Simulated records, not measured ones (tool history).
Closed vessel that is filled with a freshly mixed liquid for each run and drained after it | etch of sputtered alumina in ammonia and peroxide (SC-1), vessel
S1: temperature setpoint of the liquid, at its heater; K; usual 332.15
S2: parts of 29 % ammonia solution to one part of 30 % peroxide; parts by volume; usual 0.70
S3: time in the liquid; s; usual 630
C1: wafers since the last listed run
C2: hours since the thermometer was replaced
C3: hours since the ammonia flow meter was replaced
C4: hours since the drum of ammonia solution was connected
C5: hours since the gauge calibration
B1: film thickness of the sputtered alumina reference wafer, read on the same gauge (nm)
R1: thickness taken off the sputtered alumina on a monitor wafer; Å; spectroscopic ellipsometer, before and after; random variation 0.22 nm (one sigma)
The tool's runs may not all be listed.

Run 1, day 0.000: usual settings; C1 0; C2 548.5; C3 507.6; C4 180.0; C5 1049.3; B1 60.01. Result: R1 523.9 Å.
At day 1.183: thermometer replaced.
Run 2, day 2.175: usual settings; C1 4734; C2 23.8; C3 559.8; C4 232.2; C5 1101.5; B1 60.01. Result: R1 516.7 Å.
Run 3, day 4.517: usual settings; C1 5196; C2 80.0; C3 616.0; C4 288.4; C5 1157.7; B1 59.98. Result: R1 516.3 Å.
Run 4, day 6.308: usual settings; C1 3976; C2 123.0; C3 659.0; C4 331.4; C5 1200.7; B1 59.99. Result: R1 517.9 Å.
Run 5, day 7.821: usual settings but S2 0.55 parts by volume; C1 3356; C2 159.3; C3 695.3; C4 367.7; C5 1237.0; B1 60.01. Result: R1 506.6 Å.
Run 6, day 8.900: usual settings; C1 2395; C2 185.2; C3 721.2; C4 393.6; C5 1262.9; B1 60.00. Result: R1 515.6 Å.
Run 7, day 10.542: usual settings; C1 3643; C2 224.6; C3 760.6; C4 433.0; C5 1302.3; B1 60.00. Result: R1 520.6 Å.
At day 10.779: gauge calibrated.
Run 8, day 12.829: usual settings; C1 5076; C2 279.5; C3 815.5; C4 487.9; C5 49.2; B1 60.01. Result: R1 521.3 Å.
Run 9, day 14.504: usual settings but S1 335.65 K, S2 0.85 parts by volume; C1 3717; C2 319.7; C3 855.7; C4 528.1; C5 89.4; B1 60.00. Result: R1 634.6 Å.
Run 10, day 17.204: usual settings but S2 0.90 parts by volume, S3 1005 s; C1 5992; C2 384.5; C3 920.5; C4 592.9; C5 154.2; B1 60.03. Result: R1 852.1 Å.
Run 11, day 24.792: usual settings but S1 338.15 K, S2 0.85 parts by volume, S3 985 s; C1 16839; C2 566.6; C3 1102.6; C4 775.0; C5 336.3; B1 60.01. Result: R1 1142.5 Å.
Run 12, day 26.079: usual settings but S1 328.65 K, S3 305 s; C1 2857; C2 597.5; C3 1133.5; C4 805.9; C5 367.2; B1 60.00. Result: R1 213.0 Å.
At day 26.696: thermometer replaced.
Run 13, day 28.733: usual settings; C1 5797; C2 48.9; C3 1197.2; C4 869.6; C5 430.9; B1 60.00. Result: R1 515.2 Å.
Run 14, day 31.150: usual settings but S1 327.15 K, S2 0.80 parts by volume, S3 315 s; C1 5363; C2 106.9; C3 1255.2; C4 927.6; C5 488.9; B1 60.00. Result: R1 201.1 Å.
At day 32.929: ammonia flow meter replaced.
Run 15, day 33.975: usual settings but S2 0.55 parts by volume; C1 6177; C2 174.7; C3 25.1; C4 995.4; C5 556.7; B1 59.99. Result: R1 505.9 Å.
At day 35.338: new drum of ammonia solution connected.
Run 16, day 35.892: usual settings; C1 4161; C2 220.7; C3 71.1; C4 13.3; C5 602.7; B1 60.00. Result: R1 519.9 Å.
Run 17, day 36.925: usual settings but S3 345 s; C1 2293; C2 245.5; C3 95.9; C4 38.1; C5 627.5; B1 60.01. Result: R1 282.7 Å.
Run 18, day 38.662: usual settings but S1 341.15 K; C1 3856; C2 287.2; C3 137.6; C4 79.8; C5 669.2; B1 59.99. Result: R1 816.2 Å.
Run 19, day 41.650: usual settings but S2 0.85 parts by volume; C1 6630; C2 358.9; C3 209.3; C4 151.5; C5 740.9; B1 59.99. Result: R1 528.4 Å.
Run 20, day 43.075: usual settings but S1 336.15 K, S3 880 s; C1 3162; C2 393.1; C3 243.5; C4 185.7; C5 775.1; B1 60.00. Result: R1 892.4 Å.
Run 21, day 44.950: usual settings; C1 4161; C2 438.1; C3 288.5; C4 230.7; C5 820.1; B1 59.99. Result: R1 524.5 Å.
Run 22, day 46.692: usual settings but S1 322.65 K, S2 0.55 parts by volume, S3 490 s; C1 3865; C2 479.9; C3 330.3; C4 272.5; C5 861.9; B1 59.99. Result: R1 240.9 Å.
Run 23, day 48.883: usual settings but S1 336.65 K, S2 0.45 parts by volume; C1 4864; C2 532.5; C3 382.9; C4 325.1; C5 914.5; B1 60.02. Result: R1 631.1 Å.
Run 24, day 49.938: usual settings but S1 326.15 K, S2 0.60 parts by volume, S3 400 s; C1 2339; C2 557.8; C3 408.2; C4 350.4; C5 939.8; B1 59.99. Result: R1 239.5 Å.
At day 52.258: thermometer replaced.
Run 25, day 52.662: usual settings; C1 5955; C2 9.7; C3 473.6; C4 415.8; C5 1005.2; B1 59.99. Result: R1 515.8 Å.
Run 26, day 55.004: usual settings but S1 340.15 K, S2 0.50 parts by volume, S3 810 s; C1 5196; C2 65.9; C3 529.8; C4 472.0; C5 1061.4; B1 60.00. Result: R1 958.7 Å.
Run 27, day 56.367: usual settings but S1 327.65 K, S2 1.05 parts by volume; C1 3023; C2 98.6; C3 562.5; C4 504.7; C5 1094.1; B1 59.97. Result: R1 420.1 Å.
Run 28, day 59.154: usual settings; C1 6186; C2 165.5; C3 629.4; C4 571.6; C5 1161.0; B1 60.01. Result: R1 517.1 Å.

4 ways to go on from here, each from the tool as it stands after run 28. What would each give?
Run A, day 59.188: usual settings but S2 0.40 parts by volume; C1 73; C2 166.3; C3 630.2; C4 572.4; C5 1161.8; B1 ?. Result: R1 ?.
Run B, day 59.188: usual settings but S1 337.65 K, S3 275 s; C1 73; C2 166.3; C3 630.2; C4 572.4; C5 1161.8; B1 ?. Result: R1 ?.
Run C, day 59.188: usual settings but S1 327.15 K; C1 73; C2 166.3; C3 630.2; C4 572.4; C5 1161.8; B1 ?. Result: R1 ?.
Run D, day 59.188: usual settings but S1 335.65 K; C1 73; C2 166.3; C3 630.2; C4 572.4; C5 1161.8; B1 ?. Result: R1 ?.

run     B1     R1
  A  60.00  490.6
  B  60.00  298.4
  C  60.00  397.8
  D  60.00  618.4
Without the tool's hidden state the same runs would have given:
run     R1
  A  485.5
  B  295.4
  C  393.6
  D  612.2
